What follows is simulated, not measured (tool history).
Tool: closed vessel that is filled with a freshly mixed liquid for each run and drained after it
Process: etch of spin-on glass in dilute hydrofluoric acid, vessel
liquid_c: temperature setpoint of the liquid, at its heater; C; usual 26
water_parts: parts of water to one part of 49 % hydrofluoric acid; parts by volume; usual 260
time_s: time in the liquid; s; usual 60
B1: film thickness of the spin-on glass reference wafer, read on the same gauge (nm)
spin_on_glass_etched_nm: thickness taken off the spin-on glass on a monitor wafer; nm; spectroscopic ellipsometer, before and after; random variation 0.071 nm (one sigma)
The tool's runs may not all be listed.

Run 1, hour 0: usual settings but time_s 40 s; B1 120.01. Result: spin_on_glass_etched_nm 7.58 nm.
Run 2, hour 11.9: usual settings; B1 119.95. Result: spin_on_glass_etched_nm 11.12 nm.
Run 3, hour 29.4: usual settings; B1 120. Result: spin_on_glass_etched_nm 11.19 nm.
Run 4, hour 42.8: usual settings; B1 120.03. Result: spin_on_glass_etched_nm 11.12 nm.
At hour 49.6: gauge calibrated.
Run 5, hour 52.5: usual settings; B1 120.04. Result: spin_on_glass_etched_nm 11.19 nm.
Run 6, hour 68.3: usual settings; B1 120.02. Result: spin_on_glass_etched_nm 11.36 nm.
Run 7, hour 81.5: usual settings; B1 120.02. Result: spin_on_glass_etched_nm 11.27 nm.
Run 8, hour 96.7: usual settings; B1 119.95. Result: spin_on_glass_etched_nm 11.32 nm.
Run 9, hour 107.1: usual settings; B1 119.95. Result: spin_on_glass_etched_nm 11.15 nm.
Run 10, hour 116.6: usual settings; B1 120.07. Result: spin_on_glass_etched_nm 11.39 nm.
Run 11, hour 130: usual settings; B1 120. Result: spin_on_glass_etched_nm 11.36 nm.
Run 12, hour 147.3: usual settings; B1 120.01. Result: spin_on_glass_etched_nm 11.24 nm.
Run 13, hour 158: usual settings; B1 120.02. Result: spin_on_glass_etched_nm 11.3 nm.
Run 14, hour 165.5: usual settings; B1 120. Result: spin_on_glass_etched_nm 11.37 nm.
At hour 174.4: hydrofluoric acid flow meter replaced.
Run 15, hour 175.3: usual settings but liquid_c 23.5 C, water_parts 340 parts by volume, time_s 35 s; B1 119.97. Result: spin_on_glass_etched_nm 3.69 nm.
Run 16, hour 184.2: usual settings but liquid_c 23 C, water_parts 210 parts by volume, time_s 50 s; B1 120.01. Result: spin_on_glass_etched_nm 9.53 nm.
Run 17, hour 193.4: usual settings but liquid_c 30 C; B1 119.97. Result: spin_on_glass_etched_nm 11.33 nm.
Run 18, hour 208.4: usual settings; B1 120.01. Result: spin_on_glass_etched_nm 9.8 nm.
Run 19, hour 224.8: usual settings but time_s 95 s; B1 119.95. Result: spin_on_glass_etched_nm 15.73 nm.
At hour 229.3: thermometer replaced.
Run 20, hour 237.3: usual settings but time_s 85 s; B1 120. Result: spin_on_glass_etched_nm 14.13 nm.
At hour 251.2: gauge calibrated.
Run 21, hour 251.5: usual settings but water_parts 315 parts by volume, time_s 35 s; B1 120. Result: spin_on_glass_etched_nm 4.44 nm.
Run 22, hour 267.2: usual settings; B1 119.96. Result: spin_on_glass_etched_nm 9.8 nm.
Run 23, hour 284.2: usual settings; B1 120. Result: spin_on_glass_etched_nm 9.7 nm.
Run 24, hour 291.8: usual settings but time_s 45 s; B1 120.02. Result: spin_on_glass_etched_nm 7.33 nm.
Run 25, hour 301.9: usual settings but water_parts 205 parts by volume; B1 119.96. Result: spin_on_glass_etched_nm 13.33 nm.
Run 26, hour 310: usual settings but liquid_c 30.5 C, water_parts 145 parts by volume, time_s 30 s; B1 119.96. Result: spin_on_glass_etched_nm 11.75 nm.
Run 27, hour 321.8: usual settings but water_parts 385 parts by volume; B1 120.01. Result: spin_on_glass_etched_nm 5.87 nm.
Run 28, hour 366.8: usual settings but liquid_c 30.5 C, water_parts 370 parts by volume, time_s 40 s; B1 119.99. Result: spin_on_glass_etched_nm 4.89 nm.

Some steps in spin_on_glass_etched_nm between neighbouring runs. How much of each would the tool show without its hidden state too (settings, what came in, random variation), and how much is left for the hidden state, with any gauge scatter that isn't in both results?
The hidden state here: liquid hotter than its thermometer reads (K); hydrofluoric acid flow above the setpoint (%); gauge reads high (%).
Run 1 -> 2: time_s 40 -> 60. spin_on_glass_etched_nm +3.54 nm: hidden state +0.49, all else +3.05.
Run 14 -> 15: liquid_c 26 -> 23.5, water_parts 260 -> 340, time_s 60 -> 35, hydrofluoric acid flow meter replaced. spin_on_glass_etched_nm -7.68 nm: hidden state -1.68, all else -6.
Run 20 -> 21: water_parts 260 -> 315, time_s 85 -> 35, gauge calibrated. spin_on_glass_etched_nm -9.69 nm: hidden state -0.17, all else -9.52.
